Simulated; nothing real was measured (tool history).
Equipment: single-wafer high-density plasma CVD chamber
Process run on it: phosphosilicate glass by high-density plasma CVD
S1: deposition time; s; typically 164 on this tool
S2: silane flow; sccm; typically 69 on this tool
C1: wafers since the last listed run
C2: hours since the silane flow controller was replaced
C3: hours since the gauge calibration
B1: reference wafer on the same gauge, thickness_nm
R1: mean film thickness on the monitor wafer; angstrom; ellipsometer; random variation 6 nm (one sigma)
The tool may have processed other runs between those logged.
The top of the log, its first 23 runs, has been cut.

run   hour   S1  S2   C1     C2     C3        B1        R1
 24  702.8  151  77  160  253.4  239.8  1287.905  11271.61
 25  727.4  164  69  150  278.0  264.4  1291.669  11380.46
 26  739.5  164  69   73  290.1  276.5  1292.580  11466.75
 27  768.6  174  60  177  319.2  305.6  1288.860  11016.12
 28  786.4  164  69  108  337.0  323.4  1289.804  11418.11
 29  817.1  164  69  187  367.7  354.1  1288.274  11440.00
 30  844.6  147  62  167  395.2  381.6  1291.147   9494.64
 31  875.7  174  79  189  426.3  412.7  1290.866  13245.77
 32  908.2  179  69  198  458.8  445.2  1291.797  12426.52
 33  930.8  139  63  137  481.4  467.8  1292.858   9037.80
 34  946.4  187  78   95  497.0  483.4  1293.110  14122.43
 35  958.8  187  78   75  509.4  495.8  1293.597  14125.73
 36  977.0  164  64  111  527.6  514.0  1288.376  10837.30

4 options for the next run, each taken on its own from the tool as it stands now. Forecast them:
  A  977.4  164  69   2  528.0  514.4   ?   ?
  B  977.4  191  81   2  528.0  514.4   ?   ?
  C  977.4  195  81   2  528.0  514.4   ?   ?
  D  977.4  178  82   2  528.0  514.4   ?   ?

run        B1        R1
  A  1289.957  11346.88
  B  1289.957  14784.93
  C  1289.957  15094.56
  D  1289.957  13900.55
Without the tool's unlogged condition, the same runs would have read:
run        R1
  A  11346.88
  B  14784.93
  C  15094.56
  D  13900.55

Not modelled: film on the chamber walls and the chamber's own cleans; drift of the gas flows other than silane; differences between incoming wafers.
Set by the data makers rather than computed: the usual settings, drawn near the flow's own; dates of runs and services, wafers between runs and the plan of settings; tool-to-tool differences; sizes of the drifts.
